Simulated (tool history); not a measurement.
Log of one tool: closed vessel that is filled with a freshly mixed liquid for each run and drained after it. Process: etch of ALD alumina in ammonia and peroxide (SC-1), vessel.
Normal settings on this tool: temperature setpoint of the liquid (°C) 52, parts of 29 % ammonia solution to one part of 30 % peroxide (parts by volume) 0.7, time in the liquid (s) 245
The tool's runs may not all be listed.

| run | hour | temperature setpoint of the liquid (°C) | parts of 29 % ammonia solution to one part of 30 % peroxide (parts by volume) | time in the liquid (s) | read-back film thickness of the ALD alumina reference wafer, read on the same gauge (nm) | thickness taken off the ALD alumina on a monitor wafer (angstrom) |
|---|---|---|---|---|---|---|
| 1 | 0 | 52 | 0.95 | 245 | 89.98 | 149.9 |
| 2 | 14.6 | 52 | 0.95 | 245 | 90.02 | 151.4 |
| 3 | 27.5 | 52 | 0.95 | 245 | 90.04 | 149.7 |
| 4 | 44.7 | 52 | 0.7 | 245 | 89.99 | 146.1 |
| 5 | 50.9 | 52 | 0.7 | 245 | 90 | 146.2 |
| 6 | 66.7 | 52 | 0.7 | 245 | 90.01 | 145.3 |
|  | 78.3 | thermometer replaced |
| 7 | 78.8 | 52 | 0.7 | 245 | 90.01 | 146.4 |
|  | 81.3 | new drum of ammonia solution connected |
| 8 | 90.6 | 52 | 0.7 | 200 | 90 | 118.6 |
|  | 96.7 | ammonia flow meter replaced |
|  | 97.7 | gauge calibrated |
| 9 | 107.9 | 56.5 | 0.6 | 290 | 89.97 | 216.6 |
| 10 | 119.9 | 52 | 0.4 | 120 | 90.03 | 67.9 |
| 11 | 130.5 | 52 | 0.7 | 245 | 89.96 | 146.4 |
| 12 | 145.5 | 59.5 | 0.7 | 245 | 89.99 | 217.1 |
| 13 | 159.9 | 52 | 0.7 | 130 | 90.04 | 78 |
| 14 | 169.9 | 52 | 0.7 | 245 | 90.01 | 147 |
| 15 | 183 | 52 | 0.5 | 280 | 90.02 | 161.3 |

3 ways to go on from here, each from the tool as it stands after run 15. What would each give?
| A | 183.7 | 58 | 0.7 | 245 | ? | ? |
| B | 183.7 | 58.5 | 0.55 | 140 | ? | ? |
| C | 183.7 | 46 | 0.6 | 190 | ? | ? |

| run | read-back film thickness of the ALD alumina reference wafer, read on the same gauge (nm) | thickness taken off the ALD alumina on a monitor wafer (angstrom) |
|---|---|---|
| A | 89.98 | 200.4 |
| B | 89.98 | 114.9 |
| C | 89.98 | 79.9 |
Take away the tool's hidden state, keep each run's random variation, and the runs would have read:
| run | thickness taken off the ALD alumina on a monitor wafer (angstrom) |
|---|---|
| A | 200.4 |
| B | 114.9 |
| C | 79.9 |
